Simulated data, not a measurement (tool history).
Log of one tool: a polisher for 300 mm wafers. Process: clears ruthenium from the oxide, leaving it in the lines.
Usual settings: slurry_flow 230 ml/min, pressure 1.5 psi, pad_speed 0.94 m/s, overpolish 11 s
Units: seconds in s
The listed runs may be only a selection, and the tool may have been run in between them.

run,hour,slurry_flow,pressure,pad_speed,overpolish,wafers since the last listed run,wafers polished on this pad,hours since the slurry nozzle was cleaned,hours since the head pressure was calibrated,"incoming thickness of the incoming film, nm",seconds
1,0.0,230,1.5,0.94,11,0,555,264.8,187.2,65.3,95.4
2,42.5,230,1.5,0.94,11,410,966,307.3,229.7,64.5,93.1
3,90.7,165,1.5,0.94,11,465,1432,355.5,277.9,65.7,100.2
4,128.4,230,1.5,0.94,11,364,1796,393.2,315.6,65.7,93.8
# hour 143.8: worn pad replaced by a new one
5,162.6,230,1.5,0.94,11,291,182,427.4,349.8,64.8,91.9
6,209.9,230,1.5,0.94,11,457,639,474.7,397.1,66.4,91.9
7,267.8,230,1.5,0.94,11,559,1199,532.6,455.0,65.1,91.3
8,311.5,230,1.5,0.82,11,422,1621,576.3,498.7,64.3,104.5
# hour 334.5: worn pad replaced by a new one
9,370.4,230,1.5,0.82,11,530,347,635.2,557.6,63.9,101.9
10,398.7,230,1.5,0.82,11,273,620,663.5,585.9,64.9,105.9
# hour 403.7: head pressure recalibrated
11,455.0,230,1.2,0.94,11,524,1145,719.8,51.3,65.3,118.5
# hour 459.6: slurry nozzle cleaned
12,480.6,280,1.6,0.94,11,237,1383,21.0,76.9,65.3,88.7
# hour 498.0: worn pad replaced by a new one
13,545.6,230,1.5,0.94,11,589,460,86.0,141.9,64.7,95.6
14,586.2,230,1.5,0.82,11,392,852,126.6,182.5,65.7,108.5
15,628.7,255,1.8,0.84,13,410,1263,169.1,225.0,64.0,89.3
16,688.2,230,1.5,0.94,11,575,1838,228.6,284.5,64.4,93.4
# hour 692.4: worn pad replaced by a new one
17,758.4,230,1.5,0.94,11,639,638,298.8,354.7,65.6,93.7
18,788.4,210,1.9,0.72,7,290,928,328.8,384.7,65.3,101.4
19,847.8,210,1.7,0.94,9,574,1502,388.2,444.1,64.9,84.6
# hour 877.3: head pressure recalibrated
20,892.1,230,1.5,0.94,17,408,1911,432.5,14.8,64.6,95.5
# hour 902.9: worn pad replaced by a new one
21,954.0,290,1.7,0.66,16,559,494,494.4,76.7,64.5,116.2

Some steps in seconds between neighbouring runs. How much of each would the tool show without its hidden state too (settings, what came in, random variation), and how much is left for the hidden state, with any gauge scatter that isn't in both results?
Unlogged tool condition in this case: removal rate lost through wear of the pad, %; slurry flow missing at the pad, %; deviation of the head's pressure from its setpoint, %.
Run 10 -> 11: pressure 1.5 -> 1.2, pad_speed 0.82 -> 0.94, head pressure recalibrated. seconds +12.6 s: hidden state +5.9, all else +6.7.
Run 11 -> 12: slurry_flow 230 -> 280, pressure 1.2 -> 1.6, slurry nozzle cleaned. seconds -29.8 s: hidden state -0.5, all else -29.3.
Run 19 -> 20: slurry_flow 210 -> 230, pressure 1.7 -> 1.5, overpolish 9 -> 17, head pressure recalibrated. seconds +10.9 s: hidden state +3.7, all else +7.2.
Run 20 -> 21: slurry_flow 230 -> 290, pressure 1.5 -> 1.7, pad_speed 0.94 -> 0.66, overpolish 17 -> 16, worn pad replaced by a new one. seconds +20.7 s: hidden state -2.3, all else +23.0.
